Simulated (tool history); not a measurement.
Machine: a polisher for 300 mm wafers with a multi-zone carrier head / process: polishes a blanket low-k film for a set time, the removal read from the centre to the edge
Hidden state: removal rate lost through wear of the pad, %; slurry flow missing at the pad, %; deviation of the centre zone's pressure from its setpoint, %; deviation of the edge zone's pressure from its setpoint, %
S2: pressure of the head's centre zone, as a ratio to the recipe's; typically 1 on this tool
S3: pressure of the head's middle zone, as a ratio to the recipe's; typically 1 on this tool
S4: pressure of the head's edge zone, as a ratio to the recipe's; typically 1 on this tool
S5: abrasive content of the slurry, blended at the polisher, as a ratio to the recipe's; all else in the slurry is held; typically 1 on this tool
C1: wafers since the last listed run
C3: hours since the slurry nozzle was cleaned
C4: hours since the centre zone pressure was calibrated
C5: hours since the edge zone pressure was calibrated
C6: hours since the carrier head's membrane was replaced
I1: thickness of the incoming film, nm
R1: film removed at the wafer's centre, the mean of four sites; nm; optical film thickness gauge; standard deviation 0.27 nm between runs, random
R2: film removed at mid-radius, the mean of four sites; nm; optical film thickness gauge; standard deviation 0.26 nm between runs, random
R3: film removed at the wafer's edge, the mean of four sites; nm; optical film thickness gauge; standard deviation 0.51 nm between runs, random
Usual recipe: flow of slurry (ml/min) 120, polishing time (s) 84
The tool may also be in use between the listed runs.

run 1 hour=0 | flow_of_slurry_(ml/min)=105 S2=1 S3=1 S4=1 S5=1 polishing_time_(s)=84 | C1=0 wafers_polished_on_this_pad=205 C3=527.8 C4=1311.3 C5=364.1 C6=1554.7 | I1=548.3 | R1=36.6 R2=36.7 R3=39.2
run 2 hour=7.7 | flow_of_slurry_(ml/min)=105 S2=1 S3=1 S4=1 S5=1 polishing_time_(s)=84 | C1=57 wafers_polished_on_this_pad=263 C3=535.5 C4=1319 C5=371.8 C6=1562.4 | I1=550 | R1=36.7 R2=37.1 R3=38.5
run 3 hour=18 | flow_of_slurry_(ml/min)=120 S2=1 S3=1 S4=1 S5=1 polishing_time_(s)=84 | C1=77 wafers_polished_on_this_pad=340 C3=545.8 C4=1329.3 C5=382.1 C6=1572.7 | I1=557.2 | R1=38 R2=37.8 R3=39.5
run 4 hour=26 | flow_of_slurry_(ml/min)=120 S2=1 S3=1 S4=1 S5=1 polishing_time_(s)=84 | C1=59 wafers_polished_on_this_pad=400 C3=553.8 C4=1337.3 C5=390.1 C6=1580.7 | I1=552.2 | R1=38.1 R2=37.9 R3=40.1
run 5 hour=34.7 | flow_of_slurry_(ml/min)=120 S2=1 S3=1 S4=1 S5=1 polishing_time_(s)=84 | C1=65 wafers_polished_on_this_pad=465 C3=562.5 C4=1346 C5=398.8 C6=1589.4 | I1=553.3 | R1=38.1 R2=38.3 R3=40.1
-- hour=46.6 slurry nozzle cleaned
run 6 hour=49 | flow_of_slurry_(ml/min)=120 S2=0.95 S3=1 S4=1.05 S5=1 polishing_time_(s)=84 | C1=99 wafers_polished_on_this_pad=565 C3=2.4 C4=1360.3 C5=413.1 C6=1603.7 | I1=561.4 | R1=35.6 R2=37.5 R3=40.2
-- hour=62.5 carrier head's membrane replaced by a new one
run 7 hour=63 | flow_of_slurry_(ml/min)=120 S2=0.95 S3=1 S4=1.05 S5=1 polishing_time_(s)=84 | C1=67 wafers_polished_on_this_pad=632 C3=16.4 C4=1374.3 C5=427.1 C6=0.5 | I1=541.8 | R1=36 R2=37.3 R3=41.2
run 8 hour=73.2 | flow_of_slurry_(ml/min)=120 S2=1 S3=1 S4=1.08 S5=1 polishing_time_(s)=99 | C1=76 wafers_polished_on_this_pad=709 C3=26.6 C4=1384.5 C5=437.3 C6=10.7 | I1=558.4 | R1=44.3 R2=44.2 R3=48.1
run 9 hour=88.5 | flow_of_slurry_(ml/min)=120 S2=1 S3=1 S4=1.08 S5=1 polishing_time_(s)=99 | C1=114 wafers_polished_on_this_pad=823 C3=41.9 C4=1399.8 C5=452.6 C6=26 | I1=549.6 | R1=44.2 R2=43.8 R3=47.4
run 10 hour=96.1 | flow_of_slurry_(ml/min)=120 S2=1 S3=1 S4=1 S5=0.9 polishing_time_(s)=64 | C1=56 wafers_polished_on_this_pad=880 C3=49.5 C4=1407.4 C5=460.2 C6=33.6 | I1=545.3 | R1=27.5 R2=27.2 R3=28.1
-- hour=101.3 centre zone pressure recalibrated
run 11 hour=107.6 | flow_of_slurry_(ml/min)=120 S2=1 S3=1 S4=0.9 S5=1 polishing_time_(s)=84 | C1=71 wafers_polished_on_this_pad=952 C3=61 C4=6.3 C5=471.7 C6=45.1 | I1=550.2 | R1=37.8 R2=37.6 R3=37.1
run 12 hour=114.2 | flow_of_slurry_(ml/min)=95 S2=1 S3=1 S4=1 S5=1 polishing_time_(s)=84 | C1=49 wafers_polished_on_this_pad=1001 C3=67.6 C4=12.9 C5=478.3 C6=51.7 | I1=546.5 | R1=35 R2=34.5 R3=37.3
run 13 hour=132.1 | flow_of_slurry_(ml/min)=120 S2=1 S3=1 S4=1 S5=1 polishing_time_(s)=84 | C1=134 wafers_polished_on_this_pad=1135 C3=85.5 C4=30.8 C5=496.2 C6=69.6 | I1=552.3 | R1=37.6 R2=37.2 R3=39.7
run 14 hour=144.8 | flow_of_slurry_(ml/min)=95 S2=1 S3=1.1 S4=0.91 S5=0.8 polishing_time_(s)=84 | C1=95 wafers_polished_on_this_pad=1231 C3=98.2 C4=43.5 C5=508.9 C6=82.3 | I1=560.6 | R1=31.4 R2=34.1 R3=32.2
-- hour=151.4 worn pad replaced by a new one
run 15 hour=156.1 | flow_of_slurry_(ml/min)=95 S2=1 S3=1 S4=1 S5=1.1 polishing_time_(s)=84 | C1=54 wafers_polished_on_this_pad=35 C3=109.5 C4=54.8 C5=520.2 C6=93.6 | I1=550.3 | R1=34.2 R2=35 R3=37.8
run 16 hour=165.6 | flow_of_slurry_(ml/min)=95 S2=1 S3=1 S4=1 S5=1 polishing_time_(s)=84 | C1=71 wafers_polished_on_this_pad=106 C3=119 C4=64.3 C5=529.7 C6=103.1 | I1=542.6 | R1=33.2 R2=33.4 R3=36.3
run 17 hour=178.4 | flow_of_slurry_(ml/min)=140 S2=1.08 S3=1 S4=1 S5=1 polishing_time_(s)=93 | C1=95 wafers_polished_on_this_pad=202 C3=131.8 C4=77.1 C5=542.5 C6=115.9 | I1=552 | R1=44.3 R2=40.7 R3=42
run 18 hour=194.2 | flow_of_slurry_(ml/min)=130 S2=0.93 S3=1 S4=1 S5=1 polishing_time_(s)=59 | C1=118 wafers_polished_on_this_pad=320 C3=147.6 C4=92.9 C5=558.3 C6=131.7 | I1=550.9 | R1=23.7 R2=25.2 R3=26.5
-- hour=201.9 edge zone pressure recalibrated
-- hour=206.2 worn pad replaced by a new one, repeated, since the last time left the tool worse
run 19 hour=206.7 | flow_of_slurry_(ml/min)=135 S2=1 S3=1 S4=1 S5=1 polishing_time_(s)=84 | C1=48 wafers_polished_on_this_pad=3 C3=160.1 C4=105.4 C5=4.8 C6=144.2 | I1=549.1 | R1=40.5 R2=40.4 R3=42.1
run 20 hour=211.4 | flow_of_slurry_(ml/min)=120 S2=0.96 S3=1 S4=1 S5=1 polishing_time_(s)=76 | C1=35 wafers_polished_on_this_pad=38 C3=164.8 C4=110.1 C5=9.5 C6=148.9 | I1=555.6 | R1=34.1 R2=34.9 R3=36.1
run 21 hour=228.5 | flow_of_slurry_(ml/min)=140 S2=1 S3=1 S4=1.04 S5=1 polishing_time_(s)=84 | C1=128 wafers_polished_on_this_pad=167 C3=181.9 C4=127.2 C5=26.6 C6=166 | I1=551.7 | R1=40.4 R2=39.7 R3=41.8
run 22 hour=272.9 | flow_of_slurry_(ml/min)=120 S2=1 S3=1 S4=1 S5=1 polishing_time_(s)=84 | C1=332 wafers_polished_on_this_pad=500 C3=226.3 C4=171.6 C5=71 C6=210.4 | I1=548.4 | R1=38.3 R2=37.6 R3=39.5
run 23 hour=281.5 | flow_of_slurry_(ml/min)=120 S2=1 S3=1 S4=1 S5=1 polishing_time_(s)=84 | C1=64 wafers_polished_on_this_pad=564 C3=234.9 C4=180.2 C5=79.6 C6=219 | I1=538.8 | R1=37.8 R2=38 R3=40

Each row is a separate what-if for the run after 23, all from the same tool condition, not one after another. Results?
run A hour=282 | flow_of_slurry_(ml/min)=120 S2=1 S3=1 S4=1 S5=1 polishing_time_(s)=84 | C1=3 wafers_polished_on_this_pad=568 C3=235.4 C4=180.7 C5=80.1 C6=219.5 | I1=554.1 | R1=? R2=? R3=?
run B hour=282 | flow_of_slurry_(ml/min)=155 S2=1 S3=1 S4=1 S5=1 polishing_time_(s)=84 | C1=3 wafers_polished_on_this_pad=568 C3=235.4 C4=180.7 C5=80.1 C6=219.5 | I1=554.1 | R1=? R2=? R3=?
run C hour=282 | flow_of_slurry_(ml/min)=120 S2=1 S3=0.91 S4=0.96 S5=1 polishing_time_(s)=84 | C1=3 wafers_polished_on_this_pad=568 C3=235.4 C4=180.7 C5=80.1 C6=219.5 | I1=554.1 | R1=? R2=? R3=?

run=A R1=37.8 R2=38.4 R3=39.2
run=B R1=40.3 R2=40.6 R3=40.8
run=C R1=37.7 R2=35.4 R3=38.4
Without the tool's unlogged condition, the same runs would have read:
run=A R1=38.9 R2=39.5 R3=40.3
run=B R1=41.5 R2=41.9 R3=42
run=C R1=38.9 R2=36.5 R3=39.6

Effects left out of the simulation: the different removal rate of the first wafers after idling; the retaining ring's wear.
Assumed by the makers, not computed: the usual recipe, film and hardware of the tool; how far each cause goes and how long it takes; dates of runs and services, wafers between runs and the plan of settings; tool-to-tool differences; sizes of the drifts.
